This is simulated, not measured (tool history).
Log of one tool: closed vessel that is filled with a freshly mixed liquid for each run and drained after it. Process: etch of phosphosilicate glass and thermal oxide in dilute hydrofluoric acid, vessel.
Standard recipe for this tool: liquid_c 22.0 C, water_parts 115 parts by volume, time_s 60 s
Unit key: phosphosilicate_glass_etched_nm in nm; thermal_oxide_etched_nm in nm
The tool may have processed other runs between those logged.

run,hour,liquid_c,water_parts,time_s,"read-back film thickness of the phosphosilicate glass reference wafer, read on the same gauge (nm)","read-back film thickness of the thermal oxide reference wafer, read on the same gauge (nm)",phosphosilicate_glass_etched_nm,thermal_oxide_etched_nm
1,0.0,22.0,115,60,39.98,100.014,54.05,2.417
2,58.9,22.0,115,60,40.01,99.995,54.03,2.372
3,95.2,22.0,115,60,40.05,99.988,53.80,2.358
4,130.3,24.0,115,40,39.99,99.995,39.06,1.721
5,185.0,22.0,140,60,39.99,99.996,43.06,1.905
6,210.5,22.0,115,60,40.01,99.989,53.75,2.387
7,257.4,22.0,115,60,39.99,100.025,54.34,2.357
8,290.8,22.0,115,60,40.02,99.988,54.10,2.349
9,343.5,22.0,115,85,39.98,99.982,76.95,3.386
10,388.7,19.5,115,60,39.98,99.972,49.12,2.105
11,424.4,19.0,145,60,39.99,99.983,37.23,1.625
12,465.5,24.5,115,60,39.96,99.980,60.12,2.618
13,522.3,22.0,75,60,40.00,99.986,87.68,3.880
14,568.1,19.0,80,90,39.99,100.009,108.80,4.734
15,638.2,25.0,150,45,40.01,100.002,33.91,1.506
16,662.5,22.0,115,60,40.03,100.030,54.79,2.357
17,733.5,22.0,115,75,40.02,99.975,68.88,2.956
# hour 756.1: thermometer replaced
# hour 788.0: hydrofluoric acid flow meter replaced
18,788.5,19.0,115,60,40.02,99.984,47.37,2.050
19,829.3,25.5,85,85,39.96,100.001,123.42,5.383
20,869.5,22.0,145,60,39.98,99.992,41.20,1.851
21,930.4,22.0,115,60,40.02,99.999,54.13,2.370
22,1064.2,24.5,170,60,40.01,99.995,37.65,1.630
23,1116.8,22.0,115,80,39.97,100.022,71.69,3.216
24,1154.4,22.0,115,60,40.00,100.023,53.64,2.401
25,1178.6,26.5,160,45,40.03,100.007,33.12,1.440
26,1211.4,17.5,100,95,40.02,99.993,83.14,3.662

For each run, the measured value with the value that run would have given without the tool's hidden condition subtracted. The run-to-run variation is shared by both, the gauge scatter possibly not:
Hidden conditions of the tool in this case: liquid hotter than its thermometer reads (K); hydrofluoric acid flow above the setpoint (%); gauge reads high (%).
run,phosphosilicate_glass_etched_nm,thermal_oxide_etched_nm
1,+0.52,+0.023
2,+0.57,+0.025
3,+0.59,+0.026
4,+0.45,+0.020
5,+0.53,+0.023
6,+0.67,+0.030
7,+0.71,+0.031
8,+0.74,+0.032
9,+1.09,+0.048
10,+0.72,+0.031
11,+0.58,+0.025
12,+0.96,+0.041
13,+1.40,+0.062
14,+1.80,+0.079
15,+0.63,+0.028
16,+1.01,+0.043
17,+1.34,+0.057
18,+0.17,+0.008
19,+0.50,+0.022
20,+0.20,+0.009
21,+0.30,+0.013
22,+0.29,+0.013
23,+0.58,+0.026
24,+0.46,+0.021
25,+0.31,+0.013
26,+0.76,+0.033

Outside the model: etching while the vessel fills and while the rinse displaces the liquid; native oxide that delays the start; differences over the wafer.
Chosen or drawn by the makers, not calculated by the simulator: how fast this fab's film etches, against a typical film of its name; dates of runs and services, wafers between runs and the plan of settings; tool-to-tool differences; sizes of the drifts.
